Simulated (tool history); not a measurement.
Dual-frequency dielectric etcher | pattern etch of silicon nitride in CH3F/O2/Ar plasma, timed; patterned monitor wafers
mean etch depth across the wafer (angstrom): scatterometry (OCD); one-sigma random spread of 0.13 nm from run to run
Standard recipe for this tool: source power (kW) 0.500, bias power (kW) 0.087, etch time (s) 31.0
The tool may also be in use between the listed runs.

| run | day | source power (kW) | bias power (kW) | etch time (s) | wafers since the last listed run | hours since the last wet clean | hours since the last source power generator calibration | hours since the last bias power generator calibration | hours since the last upper electrode change | hours since the gauge calibration | read-back reference wafer on the same gauge, depth_nm | mean etch depth across the wafer (angstrom) |
|---|---|---|---|---|---|---|---|---|---|---|---|---|
| 1 | 0.000 | 0.500 | 0.087 | 31.0 | 0 | 509.0 | 2433.8 | 4443.1 | 4935.4 | 188.7 | 29.20 | 240.8 |
| 2 | 0.421 | 0.500 | 0.087 | 31.0 | 105 | 519.1 | 2443.9 | 4453.2 | 4945.5 | 198.8 | 29.19 | 241.7 |
| 3 | 0.954 | 0.420 | 0.074 | 31.0 | 133 | 531.9 | 2456.7 | 4466.0 | 4958.3 | 211.6 | 29.23 | 209.2 |
| 4 | 1.396 | 0.420 | 0.074 | 31.0 | 110 | 542.5 | 2467.3 | 4476.6 | 4968.9 | 222.2 | 29.21 | 210.5 |
| 5 | 1.708 | 0.500 | 0.087 | 31.0 | 78 | 550.0 | 2474.8 | 4484.1 | 4976.4 | 229.7 | 29.19 | 240.6 |
| 6 | 2.183 | 0.500 | 0.087 | 31.0 | 118 | 561.4 | 2486.2 | 4495.5 | 4987.8 | 241.1 | 29.18 | 240.0 |
| 7 | 2.529 | 0.500 | 0.087 | 31.0 | 86 | 569.7 | 2494.5 | 4503.8 | 4996.1 | 249.4 | 29.23 | 243.2 |
| 8 | 3.212 | 0.500 | 0.087 | 31.0 | 170 | 586.1 | 2510.9 | 4520.2 | 5012.5 | 265.8 | 29.21 | 239.5 |
| 9 | 3.621 | 0.500 | 0.087 | 31.0 | 101 | 595.9 | 2520.7 | 4530.0 | 5022.3 | 275.6 | 29.17 | 239.9 |
|  | 4.092 | source power generator calibrated |
| 10 | 4.212 | 0.390 | 0.108 | 25.0 | 106 | 610.1 | 2.9 | 4544.2 | 5036.5 | 289.8 | 29.19 | 199.0 |
|  | 4.425 | gauge calibrated |
| 11 | 4.862 | 0.540 | 0.075 | 23.0 | 162 | 625.7 | 18.5 | 4559.8 | 5052.1 | 10.5 | 29.22 | 169.6 |
| 12 | 5.233 | 0.600 | 0.071 | 27.5 | 92 | 634.6 | 27.4 | 4568.7 | 5061.0 | 19.4 | 29.18 | 203.7 |
|  | 6.950 | bias power generator calibrated |
| 13 | 7.050 | 0.570 | 0.105 | 31.0 | 411 | 678.2 | 71.0 | 2.4 | 5104.6 | 63.0 | 29.16 | 270.6 |
|  | 8.396 | upper electrode replaced, of another model than before |
|  | 8.679 | wet clean of the chamber |
| 14 | 8.754 | 0.450 | 0.103 | 31.0 | 104 | 1.8 | 111.9 | 43.3 | 8.6 | 103.9 | 29.24 | 273.0 |
| 15 | 9.096 | 0.500 | 0.087 | 31.0 | 85 | 10.0 | 120.1 | 51.5 | 16.8 | 112.1 | 29.19 | 249.9 |

What does the tool deliver on the next run?
| 16 | 9.488 | 0.500 | 0.106 | 38.5 | 97 | 19.4 | 129.5 | 60.9 | 26.2 | 121.5 | ? | ? |

{"run 16": {"read-back reference wafer on the same gauge, depth_nm": 29.23, "mean etch depth across the wafer (angstrom)": 354.3}}
On a tool with no hidden condition, and with the same random variation, this run would have come out at mean etch depth across the wafer (angstrom) 354.6.
